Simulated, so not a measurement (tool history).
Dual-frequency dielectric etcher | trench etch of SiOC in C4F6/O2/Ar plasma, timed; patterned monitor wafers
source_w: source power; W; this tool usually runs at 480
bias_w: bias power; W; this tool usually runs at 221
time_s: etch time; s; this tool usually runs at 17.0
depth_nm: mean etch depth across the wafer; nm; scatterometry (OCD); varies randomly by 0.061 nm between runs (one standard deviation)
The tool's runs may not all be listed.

run,day,source_w,bias_w,time_s,wafers since the last listed run,hours since the last wet clean,hours since the last source power generator calibration,hours since the last bias power generator calibration,hours since the last upper electrode change,hours since the gauge calibration,"read-back reference wafer on the same gauge, depth_nm",depth_nm
1,0.000,480,221,17.0,0,171.0,3682.0,2850.3,4617.9,114.5,38.81,40.87
2,0.571,480,221,17.0,290,184.7,3695.7,2864.0,4631.6,128.2,38.79,40.84
3,1.288,480,179,18.0,364,201.9,3712.9,2881.2,4648.8,145.4,38.80,41.86
4,1.925,480,221,17.0,324,217.2,3728.2,2896.5,4664.1,160.7,38.80,40.91
# day 2.496: gauge calibrated
5,2.575,480,221,17.0,331,232.8,3743.8,2912.1,4679.7,1.9,38.80,40.91
6,3.021,480,221,17.0,227,243.5,3754.5,2922.8,4690.4,12.6,38.80,40.94
7,3.458,480,221,17.0,222,254.0,3765.0,2933.3,4700.9,23.1,38.80,40.97
8,4.033,480,221,17.0,292,267.8,3778.8,2947.1,4714.7,36.9,38.78,41.08
9,4.592,480,221,17.0,284,281.2,3792.2,2960.5,4728.1,50.3,38.81,40.94
10,5.112,480,221,17.0,265,293.7,3804.7,2973.0,4740.6,62.8,38.81,40.91
# day 6.862: upper electrode replaced
# day 6.917: wet clean of the chamber
11,6.938,480,221,17.0,392,0.5,3848.5,3016.8,1.8,106.6,38.80,40.54
12,7.167,480,221,17.0,116,6.0,3854.0,3022.3,7.3,112.1,38.80,40.34
# day 7.771: source power generator calibrated
13,7.792,480,221,17.0,233,21.0,0.5,3037.3,22.3,127.1,38.80,40.43
# day 8.458: bias power generator calibrated
14,8.479,550,171,12.5,265,37.5,17.0,0.5,38.8,143.6,38.80,29.63
15,8.979,430,221,22.0,254,49.5,29.0,12.5,50.8,155.6,38.81,50.88
16,9.567,380,269,17.0,299,63.6,43.1,26.6,64.9,169.7,38.80,39.47
17,9.917,480,235,17.0,178,72.0,51.5,35.0,73.3,178.1,38.80,40.95
18,10.442,430,221,22.0,267,84.6,64.1,47.6,85.9,190.7,38.80,50.95
# day 10.454: gauge calibrated
19,11.000,450,177,15.5,284,98.0,77.5,61.0,99.3,13.1,38.81,35.10
20,11.688,390,169,15.0,350,114.5,94.0,77.5,115.8,29.6,38.80,32.69
21,12.317,370,270,17.0,320,129.6,109.1,92.6,130.9,44.7,38.80,39.37
22,12.608,390,169,15.0,148,136.6,116.1,99.6,137.9,51.7,38.80,32.65
23,12.971,480,221,17.0,184,145.3,124.8,108.3,146.6,60.4,38.80,40.64
24,13.521,540,254,18.5,280,158.5,138.0,121.5,159.8,73.6,38.80,46.70

Forecast each of these 5 alternatives for the next run:
A,13.538,480,221,19.5,8,158.9,138.4,121.9,160.2,74.0,?,?
B,13.538,480,221,19.0,8,158.9,138.4,121.9,160.2,74.0,?,?
C,13.538,480,179,21.5,8,158.9,138.4,121.9,160.2,74.0,?,?
D,13.538,440,167,19.0,8,158.9,138.4,121.9,160.2,74.0,?,?
E,13.538,480,247,17.0,8,158.9,138.4,121.9,160.2,74.0,?,?

run,"read-back reference wafer on the same gauge, depth_nm",depth_nm
A,38.80,46.68
B,38.80,45.48
C,38.80,49.83
D,38.80,42.63
E,38.80,41.46
Without the tool's unlogged condition, the same runs would have read:
run,depth_nm
A,46.46
B,45.27
C,49.60
D,42.44
E,41.27
